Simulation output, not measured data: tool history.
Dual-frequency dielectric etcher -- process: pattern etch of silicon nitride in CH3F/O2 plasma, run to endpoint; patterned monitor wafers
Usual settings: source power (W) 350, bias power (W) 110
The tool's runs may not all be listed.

run	hour	source power (W)	bias power (W)	incoming incoming film thickness, nm	endpoint time (s)
1	0.0	350	110	67.9	67.5
2	75.9	350	110	67.8	66.1
3	135.9	350	110	68.5	67.6
4	194.8	350	110	68.9	68.0
# hour 262.4: wet clean of the chamber
5	262.9	350	110	67.7	67.4
6	291.0	350	110	67.8	66.8
7	384.7	350	110	67.9	67.0
8	447.2	350	110	68.6	68.0
9	509.3	350	110	67.8	67.6
10	575.1	410	127	68.1	59.0
11	639.6	410	127	67.6	58.6
# hour 692.8: wet clean of the chamber
12	700.4	350	110	68.7	67.6
13	804.6	350	110	67.5	66.4
14	858.1	410	127	67.5	58.0
15	927.6	370	84	67.5	71.3
# hour 986.2: source power generator calibrated
16	993.3	420	126	67.8	58.0
# hour 1074.1: wet clean of the chamber
17	1074.6	350	110	68.1	66.7
18	1118.2	410	93	67.7	66.0
19	1186.3	280	110	67.6	74.2
# hour 1272.2: upper electrode replaced
20	1272.7	390	128	68.3	60.3
# hour 1419.6: bias power generator calibrated
# hour 1509.9: wet clean of the chamber
21	1557.4	350	110	68.1	67.4
22	1623.4	390	128	67.8	59.9
23	1673.1	410	89	67.6	66.4
24	1741.7	390	100	68.5	65.8
25	1830.2	430	100	67.7	62.8
# hour 1854.5: wet clean of the chamber
26	1900.1	420	137	68.0	56.2
27	1991.3	350	127	68.5	63.9

Each row is a separate what-if for the run after 27, all from the same tool condition, not one after another. Results?
A	1991.8	350	130	67.8	?
B	1991.8	290	86	67.8	?
C	1991.8	350	120	67.8	?
D	1991.8	300	90	67.8	?

run	endpoint time (s)
A	63.5
B	81.8
C	65.5
D	78.9
The same runs, with their run-to-run variation unchanged, on a tool lacking any hidden condition would have given:
run	endpoint time (s)
A	63.5
B	81.8
C	65.5
D	78.9
